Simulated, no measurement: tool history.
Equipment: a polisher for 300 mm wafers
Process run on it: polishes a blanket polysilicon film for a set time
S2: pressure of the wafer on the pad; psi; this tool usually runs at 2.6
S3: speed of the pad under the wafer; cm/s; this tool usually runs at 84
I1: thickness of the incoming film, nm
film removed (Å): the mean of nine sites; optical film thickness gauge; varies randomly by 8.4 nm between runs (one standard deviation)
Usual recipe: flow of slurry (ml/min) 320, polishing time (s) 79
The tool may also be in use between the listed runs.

run 1 hour=0 | flow_of_slurry_(ml/min)=285 S2=2.6 S3=84 polishing_time_(s)=79 | I1=1462.8 | film_removed_(Å)=5994
run 2 hour=10.8 | flow_of_slurry_(ml/min)=285 S2=2.6 S3=84 polishing_time_(s)=79 | I1=1453.9 | film_removed_(Å)=5950
run 3 hour=18.8 | flow_of_slurry_(ml/min)=285 S2=2.6 S3=84 polishing_time_(s)=79 | I1=1448.4 | film_removed_(Å)=5993
run 4 hour=28 | flow_of_slurry_(ml/min)=320 S2=2.6 S3=76 polishing_time_(s)=79 | I1=1452.1 | film_removed_(Å)=5452
run 5 hour=40.9 | flow_of_slurry_(ml/min)=320 S2=2.6 S3=76 polishing_time_(s)=79 | I1=1430.1 | film_removed_(Å)=5393
run 6 hour=48.8 | flow_of_slurry_(ml/min)=320 S2=2.6 S3=84 polishing_time_(s)=79 | I1=1467.6 | film_removed_(Å)=5957
-- hour=67.5 worn pad replaced by a new one
run 7 hour=68 | flow_of_slurry_(ml/min)=320 S2=2.6 S3=84 polishing_time_(s)=79 | I1=1477 | film_removed_(Å)=5900
run 8 hour=80 | flow_of_slurry_(ml/min)=320 S2=2.6 S3=84 polishing_time_(s)=79 | I1=1474.8 | film_removed_(Å)=5965
run 9 hour=86.1 | flow_of_slurry_(ml/min)=320 S2=2.6 S3=84 polishing_time_(s)=79 | I1=1451.8 | film_removed_(Å)=5944
run 10 hour=100.9 | flow_of_slurry_(ml/min)=320 S2=2.6 S3=84 polishing_time_(s)=79 | I1=1441 | film_removed_(Å)=6016
run 11 hour=115.9 | flow_of_slurry_(ml/min)=320 S2=2.6 S3=84 polishing_time_(s)=79 | I1=1451.5 | film_removed_(Å)=5984
run 12 hour=124.5 | flow_of_slurry_(ml/min)=320 S2=2.6 S3=84 polishing_time_(s)=79 | I1=1460.3 | film_removed_(Å)=6038
run 13 hour=132.2 | flow_of_slurry_(ml/min)=320 S2=2.1 S3=84 polishing_time_(s)=79 | I1=1465.1 | film_removed_(Å)=4752
run 14 hour=145.6 | flow_of_slurry_(ml/min)=320 S2=2.1 S3=84 polishing_time_(s)=79 | I1=1492.6 | film_removed_(Å)=4866
-- hour=151 slurry nozzle cleaned
run 15 hour=151.7 | flow_of_slurry_(ml/min)=320 S2=2.6 S3=84 polishing_time_(s)=79 | I1=1456 | film_removed_(Å)=6008
run 16 hour=176.9 | flow_of_slurry_(ml/min)=320 S2=2.6 S3=84 polishing_time_(s)=79 | I1=1472.7 | film_removed_(Å)=6156
-- hour=219.3 worn pad replaced by a new one
run 17 hour=227.1 | flow_of_slurry_(ml/min)=320 S2=2.6 S3=84 polishing_time_(s)=79 | I1=1470.5 | film_removed_(Å)=5996
run 18 hour=236.7 | flow_of_slurry_(ml/min)=320 S2=2.1 S3=84 polishing_time_(s)=79 | I1=1449.7 | film_removed_(Å)=4895
run 19 hour=243.6 | flow_of_slurry_(ml/min)=250 S2=2.2 S3=84 polishing_time_(s)=79 | I1=1444.4 | film_removed_(Å)=4918
run 20 hour=261.4 | flow_of_slurry_(ml/min)=290 S2=2.6 S3=84 polishing_time_(s)=57 | I1=1446.8 | film_removed_(Å)=4423
-- hour=266.3 head pressure recalibrated
run 21 hour=275.4 | flow_of_slurry_(ml/min)=320 S2=2.4 S3=62 polishing_time_(s)=79 | I1=1456.8 | film_removed_(Å)=4075
run 22 hour=291.8 | flow_of_slurry_(ml/min)=320 S2=3.1 S3=68 polishing_time_(s)=79 | I1=1458.2 | film_removed_(Å)=5739
run 23 hour=298.4 | flow_of_slurry_(ml/min)=320 S2=2.6 S3=84 polishing_time_(s)=64 | I1=1459.9 | film_removed_(Å)=4932
run 24 hour=348.5 | flow_of_slurry_(ml/min)=425 S2=3.2 S3=108 polishing_time_(s)=100 | I1=1473 | film_removed_(Å)=12019
-- hour=356.8 worn pad replaced by a new one
run 25 hour=357.3 | flow_of_slurry_(ml/min)=410 S2=2.6 S3=84 polishing_time_(s)=79 | I1=1482.5 | film_removed_(Å)=6082
run 26 hour=372.5 | flow_of_slurry_(ml/min)=290 S2=2.6 S3=84 polishing_time_(s)=57 | I1=1464.9 | film_removed_(Å)=4285
run 27 hour=382.7 | flow_of_slurry_(ml/min)=320 S2=2.6 S3=84 polishing_time_(s)=79 | I1=1448.8 | film_removed_(Å)=5873
run 28 hour=396.5 | flow_of_slurry_(ml/min)=270 S2=2.1 S3=98 polishing_time_(s)=62 | I1=1470 | film_removed_(Å)=4512
run 29 hour=406.7 | flow_of_slurry_(ml/min)=320 S2=2.6 S3=84 polishing_time_(s)=69 | I1=1468.5 | film_removed_(Å)=5056
run 30 hour=414.3 | flow_of_slurry_(ml/min)=240 S2=2.1 S3=92 polishing_time_(s)=52 | I1=1470.9 | film_removed_(Å)=3478
run 31 hour=422.6 | flow_of_slurry_(ml/min)=320 S2=2.6 S3=84 polishing_time_(s)=79 | I1=1442.7 | film_removed_(Å)=6121
run 32 hour=434.6 | flow_of_slurry_(ml/min)=360 S2=2.6 S3=74 polishing_time_(s)=79 | I1=1443.3 | film_removed_(Å)=5286
run 33 hour=441.1 | flow_of_slurry_(ml/min)=320 S2=2.6 S3=84 polishing_time_(s)=79 | I1=1441.5 | film_removed_(Å)=5990
run 34 hour=450.7 | flow_of_slurry_(ml/min)=420 S2=2.6 S3=84 polishing_time_(s)=91 | I1=1463 | film_removed_(Å)=6905
run 35 hour=467.1 | flow_of_slurry_(ml/min)=390 S2=3.1 S3=58 polishing_time_(s)=100 | I1=1462.1 | film_removed_(Å)=6283
run 36 hour=485.1 | flow_of_slurry_(ml/min)=320 S2=2.6 S3=84 polishing_time_(s)=79 | I1=1431.9 | film_removed_(Å)=6104
-- hour=494.2 worn pad replaced by a new one
run 37 hour=494.7 | flow_of_slurry_(ml/min)=275 S2=3.2 S3=84 polishing_time_(s)=71 | I1=1469.7 | film_removed_(Å)=6552

Alternative continuations, all from the tool just after run 37; predict every row:
run A hour=495.1 | flow_of_slurry_(ml/min)=320 S2=2.6 S3=84 polishing_time_(s)=79 | I1=1460.2 | film_removed_(Å)=?
run B hour=495.1 | flow_of_slurry_(ml/min)=375 S2=1.8 S3=108 polishing_time_(s)=59 | I1=1460.2 | film_removed_(Å)=?
run C hour=495.1 | flow_of_slurry_(ml/min)=320 S2=2.3 S3=110 polishing_time_(s)=79 | I1=1460.2 | film_removed_(Å)=?
run D hour=495.1 | flow_of_slurry_(ml/min)=245 S2=2.1 S3=84 polishing_time_(s)=79 | I1=1460.2 | film_removed_(Å)=?

run=A film_removed_(Å)=5984
run=B film_removed_(Å)=4012
run=C film_removed_(Å)=6932
run=D film_removed_(Å)=4762
Without the tool's hidden state the same runs would have given:
run=A film_removed_(Å)=5984
run=B film_removed_(Å)=4012
run=C film_removed_(Å)=6932
run=D film_removed_(Å)=4762

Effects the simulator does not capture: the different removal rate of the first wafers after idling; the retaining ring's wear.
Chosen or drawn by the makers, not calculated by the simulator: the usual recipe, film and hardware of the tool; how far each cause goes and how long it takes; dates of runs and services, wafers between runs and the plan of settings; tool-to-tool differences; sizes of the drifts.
